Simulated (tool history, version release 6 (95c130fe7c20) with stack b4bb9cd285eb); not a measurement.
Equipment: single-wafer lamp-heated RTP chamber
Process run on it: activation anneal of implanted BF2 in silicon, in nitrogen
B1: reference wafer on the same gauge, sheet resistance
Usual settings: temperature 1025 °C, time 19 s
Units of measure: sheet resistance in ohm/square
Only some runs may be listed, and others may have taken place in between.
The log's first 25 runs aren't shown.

{"run": 26, "hour": 1452.3, "temperature": 1025, "time": 19, "B1": 176.86, "sheet resistance": 166.36}
{"run": 27, "hour": 1500.9, "temperature": 1025, "time": 19, "B1": 176.81, "sheet resistance": 167.8}
{"hour": 1594.3, "done": "reflector plate cleaned"}
{"hour": 1630.2, "done": "pyrometer window cleaned and pyrometer calibrated"}
{"run": 28, "hour": 1694.6, "temperature": 1017, "time": 28, "B1": 177.06, "sheet resistance": 163.28}
{"run": 29, "hour": 1733.9, "temperature": 1036, "time": 28, "B1": 176.99, "sheet resistance": 146.07}
{"run": 30, "hour": 1800.0, "temperature": 1011, "time": 15, "B1": 177.14, "sheet resistance": 203.67}
{"run": 31, "hour": 1871.6, "temperature": 1025, "time": 15, "B1": 177.05, "sheet resistance": 178.2}
{"run": 32, "hour": 1947.4, "temperature": 1033, "time": 26, "B1": 176.72, "sheet resistance": 150.1}
{"run": 33, "hour": 1980.3, "temperature": 1040, "time": 10, "B1": 176.95, "sheet resistance": 169.79}
{"run": 34, "hour": 2043.2, "temperature": 1017, "time": 12, "B1": 177.1, "sheet resistance": 200.75}
{"run": 35, "hour": 2074.8, "temperature": 1025, "time": 12, "B1": 177.19, "sheet resistance": 185.61}

Consider 5 possible next runs. They are alternatives, not a sequence: every one starts from the tool as it was left by run 35. What does each give?
{"run": "A", "hour": 2075.2, "temperature": 1025, "time": 24, "B1": "?", "sheet resistance": "?"}
{"run": "B", "hour": 2075.2, "temperature": 1033, "time": 27, "B1": "?", "sheet resistance": "?"}
{"run": "C", "hour": 2075.2, "temperature": 1013, "time": 29, "B1": "?", "sheet resistance": "?"}
{"run": "D", "hour": 2075.2, "temperature": 1012, "time": 13, "B1": "?", "sheet resistance": "?"}
{"run": "E", "hour": 2075.2, "temperature": 1039, "time": 16, "B1": "?", "sheet resistance": "?"}

run=A B1=176.89 sheet_resistance=156.99
run=B B1=176.89 sheet_resistance=146.99
run=C B1=176.89 sheet_resistance=162.78
run=D B1=176.89 sheet_resistance=203.57
run=E B1=176.89 sheet_resistance=155.07
Stripped of hidden state, with their random variation kept, the same runs would have yielded:
run=A sheet_resistance=161.17
run=B sheet_resistance=149.99
run=C sheet_resistance=168.83
run=D sheet_resistance=211.27
run=E sheet_resistance=159.79
